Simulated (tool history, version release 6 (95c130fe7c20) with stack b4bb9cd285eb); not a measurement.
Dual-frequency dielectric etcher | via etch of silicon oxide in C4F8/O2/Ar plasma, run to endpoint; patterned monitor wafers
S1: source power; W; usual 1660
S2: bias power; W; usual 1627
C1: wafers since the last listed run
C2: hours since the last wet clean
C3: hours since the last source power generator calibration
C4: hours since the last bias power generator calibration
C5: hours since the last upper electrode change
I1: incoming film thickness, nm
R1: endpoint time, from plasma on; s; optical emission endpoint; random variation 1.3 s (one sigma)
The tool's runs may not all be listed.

run      day    S1    S2   C1     C2      C3      C4      C5      I1     R1
  1    0.000  1660  1627    0  447.1   538.3  1171.5  2433.5  1230.2  277.7
  2    2.229  1660  1627  276  500.6   591.8  1225.0  2487.0  1217.1  273.6
  3    6.533  1660  1627  534  603.9   695.1  1328.3  2590.3  1232.9  276.8
  4    9.025  1660  1627  309  663.7   754.9  1388.1  2650.1  1220.2  272.7
      12.212  -- wet clean of the chamber
  5   12.704  1660  1627  332   11.8   843.2  1476.4  2738.4  1221.4  274.0
  6   16.588  1660  1627  481  105.0   936.4  1569.6  2831.6  1227.1  275.5
  7   19.404  1660  1627  349  172.6  1004.0  1637.2  2899.2  1232.7  275.4
  8   21.962  1660  1781  317  234.0  1065.4  1698.6  2960.6  1228.2  270.9
  9   26.358  1660  1781  545  339.5  1170.9  1804.1  3066.1  1231.2  271.5
      28.871  -- upper electrode replaced
 10   30.704  1660  1781  415  443.8  1275.2  1908.4    44.0  1235.7  271.3
 11   33.746  1860  1856  377  516.8  1348.2  1981.4   117.0  1219.5  246.6
      37.312  -- wet clean of the chamber
 12   37.333  1860  1856  321    0.5  1434.3  2067.5   203.1  1221.8  245.9
 13   40.379  1660  1972  377   73.6  1507.4  2140.6   276.2  1229.9  264.5
 14   43.117  1660  1627  339  139.3  1573.1  2206.3   341.9  1220.4  273.2
 15   45.983  1660  1627  355  208.1  1641.9  2275.1   410.7  1213.9  271.5
 16   48.417  1910  1797  301  266.5  1700.3  2333.5   469.1  1228.3  245.8
      50.754  -- source power generator calibrated
 17   50.967  1660  1627  295  327.7     5.1  2394.7   530.3  1238.0  284.9
 18   54.817  1340  2024  477  420.1    97.5  2487.1   622.7  1244.7  314.1
      55.150  -- bias power generator calibrated
 19   57.438  1530  1845  304  483.0   160.4    54.9   685.6  1230.9  288.2
 20   61.450  1660  1627  497  579.3   256.7   151.2   781.9  1214.4  276.9
 21   63.975  2070  1324  313  639.9   317.3   211.8   842.5  1220.1  251.3
 22   66.288  1660  1627  286  695.4   372.8   267.3   898.0  1226.8  277.8
      69.450  -- wet clean of the chamber
 23   70.404  1500  1748  386   22.9   471.6   366.1   996.8  1248.5  295.8
 24   74.746  1660  1627  538  127.1   575.8   470.3  1101.0  1221.9  276.1
 25   77.792  1660  1953  377  200.2   648.9   543.4  1174.1  1244.3  268.1
 26   79.538  1320  1888  216  242.1   690.8   585.3  1216.0  1235.1  313.7
 27   81.138  1910  1627  198  280.5   729.2   623.7  1254.4  1219.7  250.9
 28   84.346  1660  1627  398  357.5   806.2   700.7  1331.4  1240.4  278.7
 29   87.646  1660  1627  409  436.7   885.4   779.9  1410.6  1228.1  273.3
 30   90.388  1660  1245  340  502.5   951.2   845.7  1476.4  1224.5  289.8
      93.829  -- wet clean of the chamber
 31   94.379  1660  1627  371   13.2  1047.0   941.5  1572.2  1223.5  273.2
 32   97.742  1500  1473  417   93.9  1127.7  1022.2  1652.9  1218.1  296.4
 33  102.175  1920  1627  550  200.3  1234.1  1128.6  1759.3  1231.1  251.8
 34  104.538  1660  1627  293  257.0  1290.8  1185.3  1816.0  1215.0  269.5
 35  106.312  1300  1627  220  299.6  1333.4  1227.9  1858.6  1233.6  325.5

The same runs without the tool's hidden state, with the same run-to-run variation:
The hidden state here: etch rate over this chamber's usual, %; source power that arrives over what is set, %; bias power that arrives over what is set, %.
run     R1
  1  284.1
  2  280.2
  3  284.0
  4  280.1
  5  281.7
  6  283.6
  7  283.6
  8  279.2
  9  280.0
 10  279.9
 11  254.5
 12  253.9
 13  273.1
 14  282.3
 15  280.6
 16  254.1
 17  286.7
 18  317.7
 19  292.4
 20  282.0
 21  256.6
 22  284.1
 23  303.3
 24  283.7
 25  275.9
 26  323.0
 27  258.6
 28  287.5
 29  282.2
 30  299.6
 31  282.6
 32  306.8
 33  260.8
 34  279.2
 35  337.2

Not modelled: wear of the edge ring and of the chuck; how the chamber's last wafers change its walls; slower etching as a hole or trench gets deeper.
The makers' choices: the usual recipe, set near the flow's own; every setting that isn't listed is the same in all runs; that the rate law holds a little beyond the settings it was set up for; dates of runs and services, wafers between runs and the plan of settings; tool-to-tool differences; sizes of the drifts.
